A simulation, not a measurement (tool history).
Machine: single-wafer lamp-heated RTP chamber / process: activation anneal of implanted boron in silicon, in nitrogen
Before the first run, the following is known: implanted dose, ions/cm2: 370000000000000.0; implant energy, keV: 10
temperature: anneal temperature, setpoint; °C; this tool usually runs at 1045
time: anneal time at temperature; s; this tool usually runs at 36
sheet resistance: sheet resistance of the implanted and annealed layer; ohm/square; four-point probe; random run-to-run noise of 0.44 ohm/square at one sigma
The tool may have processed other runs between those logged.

run	day	temperature	time	read-back reference wafer on the same gauge, sheet resistance	sheet resistance
1	0	1045	36	234.33	292.87
2	8.683	1045	36	234.47	292.88
3	11.762	1045	36	234.56	293.38
# day 14.983: pyrometer window cleaned and pyrometer calibrated
4	15.004	1045	36	234.72	292.71
5	17.612	1045	36	234.74	293.49
# day 19.483: reflector plate cleaned
6	19.504	1045	36	234.79	293.42
7	20.908	1045	40	234.86	291.78
8	24.888	1045	40	235.03	292.59
9	29.067	1045	43	235.09	292.01
10	33.225	1045	43	235.28	292.42
11	34.838	1032	36	235.34	294.95
12	37.612	1032	36	235.5	294.81
# day 38.783: pyrometer window cleaned and pyrometer calibrated
13	41.804	1032	36	235.69	295.74
# day 44.712: reflector plate cleaned
14	45.2	1045	36	235.85	294.27
15	48.842	1045	36	236.06	294.39
16	60.8	1045	36	236.76	295.16
# day 63.067: pyrometer window cleaned and pyrometer calibrated
17	64.408	1045	36	237.04	296.05
# day 64.567: gauge calibrated
18	68.817	1045	36	234.12	292.25
19	72.838	1045	36	234.19	292.75
# day 73.238: reflector plate cleaned
20	75.546	1045	36	234.25	292.94
21	78.517	1045	36	234.2	292.21
22	80.717	1075	20	234.25	292.96
# day 82.508: pyrometer window cleaned and pyrometer calibrated
23	85.146	1074	22	234.27	292.48
24	87.7	1035	19	234.32	295.39
25	90.712	1032	36	234.43	294.02
26	92.967	1061	45	234.44	289.26
27	96.388	1021	48	234.44	293.81
28	99.542	1017	36	234.56	295.49
29	101.996	1063	42	234.65	289.72
# day 103.371: pyrometer window cleaned and pyrometer calibrated
# day 106.012: reflector plate cleaned
30	106.033	1031	36	234.75	294.49
31	109.825	1037	36	234.91	293.74
32	112.625	1016	57	234.98	294.29

4 options for the next run, each taken on its own from the tool as it stands now. Forecast them:
A	112.642	1045	51	?	?
B	112.642	1026	52	?	?
C	112.642	1022	16	?	?
D	112.642	1061	52	?	?

run	read-back reference wafer on the same gauge, sheet resistance	sheet resistance
A	235.03	291.03
B	235.03	292.96
C	235.03	297.52
D	235.03	288.7
What these runs would have given with no unlogged condition in the tool:
run	sheet resistance
A	289.84
B	291.76
C	296.29
D	287.51
